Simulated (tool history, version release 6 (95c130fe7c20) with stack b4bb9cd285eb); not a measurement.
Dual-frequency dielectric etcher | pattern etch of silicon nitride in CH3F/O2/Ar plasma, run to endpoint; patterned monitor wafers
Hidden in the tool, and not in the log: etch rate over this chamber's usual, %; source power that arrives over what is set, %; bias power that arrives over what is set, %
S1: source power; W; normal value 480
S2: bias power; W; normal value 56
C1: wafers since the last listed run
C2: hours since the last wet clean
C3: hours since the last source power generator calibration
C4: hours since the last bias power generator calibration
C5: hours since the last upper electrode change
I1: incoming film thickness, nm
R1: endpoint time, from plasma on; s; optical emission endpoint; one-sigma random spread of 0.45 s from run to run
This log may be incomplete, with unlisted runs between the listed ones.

run 1 day=0 | S1=530 S2=56 | C1=0 C2=36 C3=3413.7 C4=487.9 C5=3379.9 | I1=56.7 | R1=87.9
run 2 day=2.621 | S1=440 S2=64 | C1=719 C2=98.9 C3=3476.6 C4=550.8 C5=3442.8 | I1=56.6 | R1=88.4
run 3 day=5.321 | S1=440 S2=64 | C1=741 C2=163.7 C3=3541.4 C4=615.6 C5=3507.6 | I1=56.6 | R1=89.4
run 4 day=9.55 | S1=540 S2=56 | C1=1161 C2=265.2 C3=3642.9 C4=717.1 C5=3609.1 | I1=57 | R1=88.4
run 5 day=12.554 | S1=480 S2=56 | C1=824 C2=337.3 C3=3715 C4=789.2 C5=3681.2 | I1=56.4 | R1=91.4
run 6 day=16.5 | S1=480 S2=56 | C1=1083 C2=432 C3=3809.7 C4=883.9 C5=3775.9 | I1=56.7 | R1=92.7
run 7 day=20.692 | S1=510 S2=56 | C1=1150 C2=532.6 C3=3910.3 C4=984.5 C5=3876.5 | I1=57 | R1=93.1
-- day=25.721 wet clean of the chamber
run 8 day=25.742 | S1=510 S2=56 | C1=1111 C2=0.5 C3=4031.5 C4=1105.7 C5=3997.7 | I1=56.6 | R1=90
run 9 day=26.921 | S1=510 S2=56 | C1=323 C2=28.8 C3=4059.8 C4=1134 C5=4026 | I1=56.6 | R1=89.2
run 10 day=30.512 | S1=480 S2=56 | C1=986 C2=115 C3=4146 C4=1220.2 C5=4112.2 | I1=56.7 | R1=91.7
run 11 day=34.1 | S1=480 S2=56 | C1=984 C2=201.1 C3=4232.1 C4=1306.3 C5=4198.3 | I1=57.7 | R1=94.3
run 12 day=36.625 | S1=530 S2=56 | C1=693 C2=261.7 C3=4292.7 C4=1366.9 C5=4258.9 | I1=56.6 | R1=89.5
run 13 day=39.938 | S1=480 S2=56 | C1=909 C2=341.2 C3=4372.2 C4=1446.4 C5=4338.4 | I1=56.5 | R1=93.1
-- day=42.45 source power generator calibrated
run 14 day=44.267 | S1=400 S2=48 | C1=1142 C2=445.1 C3=43.6 C4=1550.3 C5=4442.3 | I1=56.3 | R1=110.8
run 15 day=47.667 | S1=600 S2=56 | C1=933 C2=526.7 C3=125.2 C4=1631.9 C5=4523.9 | I1=57 | R1=87.8
run 16 day=49.192 | S1=360 S2=66 | C1=418 C2=563.3 C3=161.8 C4=1668.5 C5=4560.5 | I1=56.9 | R1=100.2
run 17 day=51.304 | S1=370 S2=44 | C1=579 C2=614 C3=212.5 C4=1719.2 C5=4611.2 | I1=56.7 | R1=122.5
-- day=59.817 wet clean of the chamber
run 18 day=60.588 | S1=480 S2=56 | C1=2274 C2=18.5 C3=435.3 C4=1942 C5=4834 | I1=57 | R1=93.2
run 19 day=65.662 | S1=540 S2=65 | C1=1393 C2=140.3 C3=557.1 C4=2063.8 C5=4955.8 | I1=56.7 | R1=82.8
run 20 day=69.812 | S1=430 S2=66 | C1=1139 C2=239.9 C3=656.7 C4=2163.4 C5=5055.4 | I1=56.7 | R1=90.6
run 21 day=73.258 | S1=570 S2=66 | C1=946 C2=322.6 C3=739.4 C4=2246.1 C5=5138.1 | I1=56.3 | R1=80.7
run 22 day=77.112 | S1=480 S2=46 | C1=1058 C2=415.1 C3=831.9 C4=2338.6 C5=5230.6 | I1=56.2 | R1=104.4
-- day=78.858 bias power generator calibrated
run 23 day=80.562 | S1=450 S2=60 | C1=901 C2=497.9 C3=914.7 C4=40.9 C5=5313.4 | I1=57.2 | R1=94.7

What does the tool deliver on the next run?
-- day=81.788 upper electrode replaced
run 24 day=83.642 | S1=600 S2=65 | C1=570 C2=571.8 C3=988.6 C4=114.8 C5=44.5 | I1=57.6 | R1=?

R1: 82.2 s
The same run, on a tool lacking any hidden state, would have yielded R1 79.8 s.
